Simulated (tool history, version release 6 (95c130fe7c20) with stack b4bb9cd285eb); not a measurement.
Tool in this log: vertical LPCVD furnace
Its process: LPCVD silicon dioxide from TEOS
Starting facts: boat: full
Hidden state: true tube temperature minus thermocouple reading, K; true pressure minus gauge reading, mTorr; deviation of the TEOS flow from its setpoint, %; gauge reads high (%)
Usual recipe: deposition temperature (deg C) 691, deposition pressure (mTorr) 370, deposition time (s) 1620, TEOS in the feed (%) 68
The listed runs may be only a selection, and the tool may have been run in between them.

run   hour  deposition temperature (deg C)  deposition pressure (mTorr)  deposition time (s)  TEOS in the feed (%)  wafers since the last listed run  hours since the last temperature calibration  hours since the pressure gauge was zeroed  hours since the TEOS flow controller was replaced  hours since the gauge calibration  read-back reference wafer on the same gauge, thickness  film thickness on the monitor wafer in the middle of the boat (Å)
  1    0.0                             691                          370                 1620                    68                                 0                                        2044.3                                     4620.4                                             1949.3                               66.4                                                  194.05                                                             1864.3
  2   70.0                             691                          370                 1620                    68                              1248                                        2114.3                                     4690.4                                             2019.3                              136.4                                                  193.81                                                             1868.7
  3   96.3                             691                          370                 1620                    68                               469                                        2140.6                                     4716.7                                             2045.6                              162.7                                                  194.02                                                             1867.3
  4  109.5                             691                          370                 1620                    68                               235                                        2153.8                                     4729.9                                             2058.8                              175.9                                                  194.05                                                             1879.5
  5  126.5                             691                          370                 1620                    68                               303                                        2170.8                                     4746.9                                             2075.8                              192.9                                                  194.05                                                             1866.6
  6  146.2                             691                          440                 1620                    68                               351                                        2190.5                                     4766.6                                             2095.5                              212.6                                                  194.30                                                             2043.8
     180.0  -- pressure gauge zeroed
  7  180.5                             691                          440                 1620                    68                               183                                        2224.8                                        0.5                                             2129.8                              246.9                                                  193.89                                                             2045.3
  8  191.1                             691                          300                 1620                    68                               189                                        2235.4                                       11.1                                             2140.4                              257.5                                                  193.95                                                             1686.3
  9  213.8                             691                          300                 1620                    68                               404                                        2258.1                                       33.8                                             2163.1                              280.2                                                  193.87                                                             1692.3
     256.8  -- thermocouples replaced and temperature profile calibrated
 10  257.3                             691                          370                 1620                    68                               347                                           0.5                                       77.3                                             2206.6                              323.7                                                  193.92                                                             1718.7
 11  271.4                             691                          370                 1320                    62                               251                                          14.6                                       91.4                                             2220.7                              337.8                                                  193.96                                                             1338.1
 12  285.0                             683                          335                 2220                    68                               242                                          28.2                                      105.0                                             2234.3                              351.4                                                  194.20                                                             1859.7
     371.5  -- gauge calibrated
     376.1  -- TEOS flow controller replaced
 13  379.2                             698                          370                 1620                    61                              1251                                         122.4                                      199.2                                                3.1                                7.7                                                  193.92                                                             1944.1
 14  401.0                             691                          300                 1320                    68                               388                                         144.2                                      221.0                                               24.9                               29.5                                                  193.83                                                             1282.4
 15  416.6                             691                          305                 1260                    68                               278                                         159.8                                      236.6                                               40.5                               45.1                                                  194.03                                                             1242.0
 16  435.3                             691                          400                 1080                    58                               333                                         178.5                                      255.3                                               59.2                               63.8                                                  194.07                                                             1118.3
 17  465.2                             691                          370                 1620                    68                               533                                         208.4                                      285.2                                               89.1                               93.7                                                  194.13                                                             1755.6
 18  491.1                             691                          370                 1620                    68                               461                                         234.3                                      311.1                                              115.0                              119.6                                                  193.97                                                             1774.6
 19  526.2                             691                          370                 1620                    68                               625                                         269.4                                      346.2                                              150.1                              154.7                                                  193.89                                                             1766.8

Alternative continuations, all from the tool just after run 19; predict every row:
  A  529.7                             691                          370                 1620                    68                                62                                         272.9                                      349.7                                              153.6                              158.2                                                       ?                                                                  ?
  B  529.7                             679                          370                 1620                    68                                62                                         272.9                                      349.7                                              153.6                              158.2                                                       ?                                                                  ?
  C  529.7                             698                          370                 1620                    68                                62                                         272.9                                      349.7                                              153.6                              158.2                                                       ?                                                                  ?
  D  529.7                             691                          420                 1620                    68                                62                                         272.9                                      349.7                                              153.6                              158.2                                                       ?                                                                  ?

run  read-back reference wafer on the same gauge, thickness  film thickness on the monitor wafer in the middle of the boat (Å)
  A                                                  193.97                                                             1773.9
  B                                                  193.97                                                             1331.5
  C                                                  193.97                                                             2090.2
  D                                                  193.97                                                             1890.0
With the hidden condition removed and each run's random variation left untouched, the same runs would have given:
run  film thickness on the monitor wafer in the middle of the boat (Å)
  A                                                             1698.3
  B                                                             1273.3
  C                                                             2002.3
  D                                                             1809.4

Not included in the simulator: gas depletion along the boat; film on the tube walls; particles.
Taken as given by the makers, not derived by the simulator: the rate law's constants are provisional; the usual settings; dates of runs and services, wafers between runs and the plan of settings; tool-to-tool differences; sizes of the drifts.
